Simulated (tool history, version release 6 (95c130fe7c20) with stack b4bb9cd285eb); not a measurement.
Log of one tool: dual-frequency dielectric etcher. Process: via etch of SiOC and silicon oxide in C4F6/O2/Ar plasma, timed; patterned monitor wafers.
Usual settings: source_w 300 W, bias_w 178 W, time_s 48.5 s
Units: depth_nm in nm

run    hour  source_w  bias_w  time_s  wafers since the last listed run  hours since the last wet clean  hours since the last source power generator calibration  hours since the last bias power generator calibration  hours since the last upper electrode change  hours since the gauge calibration  read-back reference wafer on the same gauge, depth_nm  depth_nm
  1       0       300     178    48.5                                 0                           195.1                                                    195.3                                                 3202.1                                         16.6                               2569                                                  45.16     51.97
  2    42.4       300     178    48.5                               662                           237.5                                                    237.7                                                 3244.5                                           59                             2611.4                                                  45.16     51.58
  3    84.7       300     178    48.5                               660                           279.8                                                      280                                                 3286.8                                        101.3                             2653.7                                                   45.1     51.64
  4   176.4       300     178    48.5                              1432                           371.5                                                    371.7                                                 3378.5                                          193                             2745.4                                                  45.06     51.57
        199  -- gauge calibrated
      205.2  -- wet clean of the chamber, repeated, since the last time left the tool worse
  5   210.7       300     178    48.5                               160                             5.5                                                      406                                                 3412.8                                        227.3                               11.7                                                   45.1     49.65
  6   240.1       300     178    48.5                               459                            34.9                                                    435.4                                                 3442.2                                        256.7                               41.1                                                  44.95     49.77
  7   286.1       300     178    48.5                               718                            80.9                                                    481.4                                                 3488.2                                        302.7                               87.1                                                  45.15     49.72
  8   341.3       300     137    48.5                               862                           136.1                                                    536.6                                                 3543.4                                        357.9                              142.3                                                  45.07     43.45
  9   381.7       370     138    37.5                               630                           176.5                                                      577                                                 3583.8                                        398.3                              182.7                                                  45.09     36.33
 10   428.1       300     152      62                               724                           222.9                                                    623.4                                                 3630.2                                        444.7                              229.1                                                  45.07     58.92
 11   484.2       330     178    59.5                               876                             279                                                    679.5                                                 3686.3                                        500.8                              285.2                                                  45.04     62.76
 12   547.9       300     178    61.5                               994                           342.7                                                    743.2                                                   3750                                        564.5                              348.9                                                  45.05      62.7
 13   583.4       300     178      60                               554                           378.2                                                    778.7                                                 3785.5                                          600                              384.4                                                  45.03     60.78
 14   634.2       300     192    48.5                               793                             429                                                    829.5                                                 3836.3                                        650.8                              435.2                                                  45.12     50.57
      672.4  -- wet clean of the chamber
 15   696.4       300     178    48.5                               596                              24                                                    891.7                                                 3898.5                                          713                              497.4                                                  45.14     49.93
 16   746.5       300     178    48.5                               782                            74.1                                                    941.8                                                 3948.6                                        763.1                              547.5                                                  45.12      49.3
 17   789.1       300     136    37.5                               665                           116.7                                                    984.4                                                 3991.2                                        805.7                              590.1                                                  45.13     33.38
      812.2  -- bias power generator calibrated
 18   828.9       230     138      56                               559                           156.5                                                   1024.2                                                   16.7                                        845.5                              629.9                                                  45.15     45.26
 19   882.3       300     220    56.5                               833                           209.9                                                   1077.6                                                   70.1                                        898.9                              683.3                                                  45.16     63.77
 20     939       300     178    48.5                               885                           266.6                                                   1134.3                                                  126.8                                        955.6                                740                                                  45.19     49.06
 21   991.9       330     146      59                               826                           319.5                                                   1187.2                                                  179.7                                       1008.5                              792.9                                                  45.06        56
 22    1016       250     214      57                               376                           343.6                                                   1211.3                                                  203.8                                       1032.6                                817                                                   45.1     59.21
 23  1070.7       360     178      58                               854                           398.3                                                     1266                                                  258.5                                       1087.3                              871.7                                                  45.18      62.6
 24  1103.1       300     198      38                               505                           430.7                                                   1298.4                                                  290.9                                       1119.7                              904.1                                                  45.22      40.3
     1135.4  -- wet clean of the chamber
 25  1135.9       300     178    48.5                               137                             0.5                                                   1331.2                                                  323.7                                       1152.5                              936.9                                                  45.18      49.4
 26  1190.5       240     154    59.5                               852                            55.1                                                   1385.8                                                  378.3                                       1207.1                              991.5                                                  45.12      52.2
 27  1229.1       240     154    59.5                               602                            93.7                                                   1424.4                                                  416.9                                       1245.7                             1030.1                                                  45.15     52.37
 28  1279.4       250     136    48.5                               785                             144                                                   1474.7                                                  467.2                                         1296                             1080.4                                                  45.01     40.31
 29  1340.2       300     178    48.5                               949                           204.8                                                   1535.5                                                    528                                       1356.8                             1141.2                                                  45.13     49.66

5 ways to go on from here, each from the tool as it stands after run 29. What would each give?
  A  1340.6       300     178      43                                 6                           205.2                                                   1535.9                                                  528.4                                       1357.2                             1141.6                                                      ?         ?
  B  1340.6       280     139    36.5                                 6                           205.2                                                   1535.9                                                  528.4                                       1357.2                             1141.6                                                      ?         ?
  C  1340.6       230     151    55.5                                 6                           205.2                                                   1535.9                                                  528.4                                       1357.2                             1141.6                                                      ?         ?
  D  1340.6       300     215    61.5                                 6                           205.2                                                   1535.9                                                  528.4                                       1357.2                             1141.6                                                      ?         ?
  E  1340.6       320     198    58.5                                 6                           205.2                                                   1535.9                                                  528.4                                       1357.2                             1141.6                                                      ?         ?

run  read-back reference wafer on the same gauge, depth_nm  depth_nm
  A                                                  45.13     43.53
  B                                                  45.13     31.74
  C                                                  45.13      46.9
  D                                                  45.13     68.25
  E                                                  45.13     63.88
Without the tool's hidden state the same runs would have given:
run  depth_nm
  A     44.08
  B     32.14
  C     47.49
  D     69.11
  E     64.67

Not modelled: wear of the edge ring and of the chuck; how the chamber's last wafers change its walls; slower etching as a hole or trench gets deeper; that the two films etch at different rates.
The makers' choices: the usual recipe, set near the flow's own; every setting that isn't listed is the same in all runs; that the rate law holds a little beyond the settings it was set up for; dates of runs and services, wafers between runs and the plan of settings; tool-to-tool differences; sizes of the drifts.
